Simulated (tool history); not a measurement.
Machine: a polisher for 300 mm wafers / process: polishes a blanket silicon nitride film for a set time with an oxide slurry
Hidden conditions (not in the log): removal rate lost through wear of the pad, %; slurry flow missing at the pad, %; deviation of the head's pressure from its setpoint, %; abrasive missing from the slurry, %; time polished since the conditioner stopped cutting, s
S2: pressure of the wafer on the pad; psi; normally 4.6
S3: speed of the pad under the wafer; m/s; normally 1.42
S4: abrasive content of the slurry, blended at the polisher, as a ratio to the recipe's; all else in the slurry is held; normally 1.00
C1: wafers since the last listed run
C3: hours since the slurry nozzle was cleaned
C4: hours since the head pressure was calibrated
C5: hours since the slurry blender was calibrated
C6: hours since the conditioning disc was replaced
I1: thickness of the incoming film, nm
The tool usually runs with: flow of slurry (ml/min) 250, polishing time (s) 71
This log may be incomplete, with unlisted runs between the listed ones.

run 1 hour=0.0 | flow_of_slurry_(ml/min)=250 S2=4.6 S3=1.62 S4=1.00 polishing_time_(s)=64 | C1=0 wafers_polished_on_this_pad=107 C3=490.3 C4=1073.6 C5=314.9 C6=126.5 | I1=394.5 | film_removed_(Å)=877
run 2 hour=8.4 | flow_of_slurry_(ml/min)=250 S2=4.6 S3=1.62 S4=1.00 polishing_time_(s)=64 | C1=98 wafers_polished_on_this_pad=206 C3=498.7 C4=1082.0 C5=323.3 C6=134.9 | I1=407.2 | film_removed_(Å)=866
run 3 hour=18.4 | flow_of_slurry_(ml/min)=250 S2=4.6 S3=1.42 S4=1.00 polishing_time_(s)=71 | C1=117 wafers_polished_on_this_pad=323 C3=508.7 C4=1092.0 C5=333.3 C6=144.9 | I1=401.1 | film_removed_(Å)=870
-- hour=36.0 slurry nozzle cleaned
run 4 hour=36.5 | flow_of_slurry_(ml/min)=250 S2=4.6 S3=1.12 S4=1.00 polishing_time_(s)=71 | C1=200 wafers_polished_on_this_pad=523 C3=0.5 C4=1110.1 C5=351.4 C6=163.0 | I1=396.6 | film_removed_(Å)=763
run 5 hour=49.5 | flow_of_slurry_(ml/min)=250 S2=4.6 S3=1.12 S4=1.00 polishing_time_(s)=71 | C1=152 wafers_polished_on_this_pad=676 C3=13.5 C4=1123.1 C5=364.4 C6=176.0 | I1=398.4 | film_removed_(Å)=772
run 6 hour=57.2 | flow_of_slurry_(ml/min)=250 S2=4.6 S3=1.42 S4=1.00 polishing_time_(s)=61 | C1=90 wafers_polished_on_this_pad=766 C3=21.2 C4=1130.8 C5=372.1 C6=183.7 | I1=392.2 | film_removed_(Å)=771
run 7 hour=69.9 | flow_of_slurry_(ml/min)=250 S2=4.6 S3=1.42 S4=1.00 polishing_time_(s)=61 | C1=148 wafers_polished_on_this_pad=915 C3=33.9 C4=1143.5 C5=384.8 C6=196.4 | I1=398.0 | film_removed_(Å)=778
run 8 hour=84.9 | flow_of_slurry_(ml/min)=250 S2=4.6 S3=1.26 S4=1.00 polishing_time_(s)=71 | C1=175 wafers_polished_on_this_pad=1091 C3=48.9 C4=1158.5 C5=399.8 C6=211.4 | I1=395.5 | film_removed_(Å)=813
-- hour=92.5 worn pad replaced by a new one
-- hour=100.6 conditioning disc replaced and pad reconditioned
run 9 hour=101.1 | flow_of_slurry_(ml/min)=250 S2=3.2 S3=1.42 S4=0.85 polishing_time_(s)=71 | C1=119 wafers_polished_on_this_pad=77 C3=65.1 C4=1174.7 C5=416.0 C6=0.5 | I1=394.1 | film_removed_(Å)=631
-- hour=110.1 head pressure recalibrated
run 10 hour=113.8 | flow_of_slurry_(ml/min)=250 S2=4.6 S3=1.08 S4=1.10 polishing_time_(s)=71 | C1=125 wafers_polished_on_this_pad=202 C3=77.8 C4=3.7 C5=428.7 C6=13.2 | I1=402.3 | film_removed_(Å)=785
run 11 hour=128.4 | flow_of_slurry_(ml/min)=195 S2=3.2 S3=1.42 S4=1.00 polishing_time_(s)=79 | C1=171 wafers_polished_on_this_pad=373 C3=92.4 C4=18.3 C5=443.3 C6=27.8 | I1=399.6 | film_removed_(Å)=763
run 12 hour=145.9 | flow_of_slurry_(ml/min)=330 S2=4.6 S3=1.42 S4=0.75 polishing_time_(s)=71 | C1=205 wafers_polished_on_this_pad=578 C3=109.9 C4=35.8 C5=460.8 C6=45.3 | I1=406.8 | film_removed_(Å)=765
-- hour=152.1 slurry blender recalibrated
run 13 hour=163.5 | flow_of_slurry_(ml/min)=250 S2=4.6 S3=1.14 S4=0.70 polishing_time_(s)=81 | C1=182 wafers_polished_on_this_pad=761 C3=127.5 C4=53.4 C5=11.4 C6=62.9 | I1=397.2 | film_removed_(Å)=688
run 14 hour=172.7 | flow_of_slurry_(ml/min)=250 S2=4.6 S3=1.42 S4=1.00 polishing_time_(s)=80 | C1=107 wafers_polished_on_this_pad=869 C3=136.7 C4=62.6 C5=20.6 C6=72.1 | I1=397.2 | film_removed_(Å)=1043
run 15 hour=185.5 | flow_of_slurry_(ml/min)=250 S2=4.6 S3=1.42 S4=1.00 polishing_time_(s)=95 | C1=149 wafers_polished_on_this_pad=1019 C3=149.5 C4=75.4 C5=33.4 C6=84.9 | I1=397.7 | film_removed_(Å)=1229
-- hour=214.6 worn pad replaced by a new one
run 16 hour=230.4 | flow_of_slurry_(ml/min)=305 S2=4.6 S3=1.62 S4=1.20 polishing_time_(s)=53 | C1=479 wafers_polished_on_this_pad=185 C3=194.4 C4=120.3 C5=78.3 C6=129.8 | I1=399.2 | film_removed_(Å)=826
run 17 hour=238.8 | flow_of_slurry_(ml/min)=195 S2=4.6 S3=1.42 S4=1.00 polishing_time_(s)=82 | C1=98 wafers_polished_on_this_pad=283 C3=202.8 C4=128.7 C5=86.7 C6=138.2 | I1=406.8 | film_removed_(Å)=1010
run 18 hour=263.8 | flow_of_slurry_(ml/min)=250 S2=4.6 S3=1.42 S4=1.00 polishing_time_(s)=71 | C1=292 wafers_polished_on_this_pad=576 C3=227.8 C4=153.7 C5=111.7 C6=163.2 | I1=402.3 | film_removed_(Å)=908
run 19 hour=276.5 | flow_of_slurry_(ml/min)=250 S2=4.6 S3=1.42 S4=1.00 polishing_time_(s)=71 | C1=148 wafers_polished_on_this_pad=725 C3=240.5 C4=166.4 C5=124.4 C6=175.9 | I1=406.4 | film_removed_(Å)=897
-- hour=278.8 conditioning disc replaced and pad reconditioned
run 20 hour=286.5 | flow_of_slurry_(ml/min)=185 S2=4.6 S3=1.16 S4=1.00 polishing_time_(s)=71 | C1=93 wafers_polished_on_this_pad=819 C3=250.5 C4=176.4 C5=134.4 C6=7.7 | I1=399.8 | film_removed_(Å)=732
run 21 hour=303.4 | flow_of_slurry_(ml/min)=250 S2=4.6 S3=1.42 S4=1.30 polishing_time_(s)=51 | C1=198 wafers_polished_on_this_pad=1017 C3=267.4 C4=193.3 C5=151.3 C6=24.6 | I1=400.2 | film_removed_(Å)=758
-- hour=320.0 worn pad replaced by a new one
run 22 hour=321.2 | flow_of_slurry_(ml/min)=285 S2=5.2 S3=1.42 S4=1.00 polishing_time_(s)=71 | C1=161 wafers_polished_on_this_pad=14 C3=285.2 C4=211.1 C5=169.1 C6=42.4 | I1=401.1 | film_removed_(Å)=1021
run 23 hour=336.0 | flow_of_slurry_(ml/min)=250 S2=3.7 S3=1.42 S4=1.00 polishing_time_(s)=71 | C1=173 wafers_polished_on_this_pad=187 C3=300.0 C4=225.9 C5=183.9 C6=57.2 | I1=402.0 | film_removed_(Å)=750
run 24 hour=353.8 | flow_of_slurry_(ml/min)=250 S2=4.6 S3=1.62 S4=1.00 polishing_time_(s)=64 | C1=208 wafers_polished_on_this_pad=396 C3=317.8 C4=243.7 C5=201.7 C6=75.0 | I1=397.5 | film_removed_(Å)=901
run 25 hour=367.6 | flow_of_slurry_(ml/min)=250 S2=5.3 S3=1.42 S4=0.70 polishing_time_(s)=71 | C1=161 wafers_polished_on_this_pad=557 C3=331.6 C4=257.5 C5=215.5 C6=88.8 | I1=405.2 | film_removed_(Å)=773
run 26 hour=379.7 | flow_of_slurry_(ml/min)=280 S2=4.6 S3=1.04 S4=0.85 polishing_time_(s)=71 | C1=141 wafers_polished_on_this_pad=699 C3=343.7 C4=269.6 C5=227.6 C6=100.9 | I1=399.3 | film_removed_(Å)=635
run 27 hour=423.5 | flow_of_slurry_(ml/min)=250 S2=5.6 S3=1.90 S4=1.00 polishing_time_(s)=71 | C1=513 wafers_polished_on_this_pad=1212 C3=387.5 C4=313.4 C5=271.4 C6=144.7 | I1=396.4 | film_removed_(Å)=1321

Take each entry between the runs: how does the hidden state at the last listed run before it differ from the hidden state at the first listed run after it?
Run 3 -> run 4: slurry nozzle cleaned (hour 36.0)
  slurry flow missing at the pad, %: 35.5 -> 1.29
  measured minus no-state result, film removed (Å): -47 -> -1
Run 8 -> run 9: worn pad replaced by a new one (hour 92.5); conditioning disc replaced and pad reconditioned (hour 100.6)
  slurry flow missing at the pad, %: 4.57 -> 5.66
  measured minus no-state result, film removed (Å): -4 -> -4
Run 9 -> run 10: head pressure recalibrated (hour 110.1)
  slurry flow missing at the pad, %: 5.66 -> 6.52
  measured minus no-state result, film removed (Å): -4 -> -5
Run 12 -> run 13: slurry blender recalibrated (hour 152.1)
  slurry flow missing at the pad, %: 8.7 -> 9.89
  measured minus no-state result, film removed (Å): -5 -> -8
Run 15 -> run 16: worn pad replaced by a new one (hour 214.6)
  slurry flow missing at the pad, %: 11.4 -> 14.4
  measured minus no-state result, film removed (Å): -16 -> -11
Run 19 -> run 20: conditioning disc replaced and pad reconditioned (hour 278.8)
  slurry flow missing at the pad, %: 17.5 -> 18.2
  measured minus no-state result, film removed (Å): -19 -> -21
Run 21 -> run 22: worn pad replaced by a new one (hour 320.0)
  slurry flow missing at the pad, %: 19.4 -> 20.6
  measured minus no-state result, film removed (Å): -18 -> -24

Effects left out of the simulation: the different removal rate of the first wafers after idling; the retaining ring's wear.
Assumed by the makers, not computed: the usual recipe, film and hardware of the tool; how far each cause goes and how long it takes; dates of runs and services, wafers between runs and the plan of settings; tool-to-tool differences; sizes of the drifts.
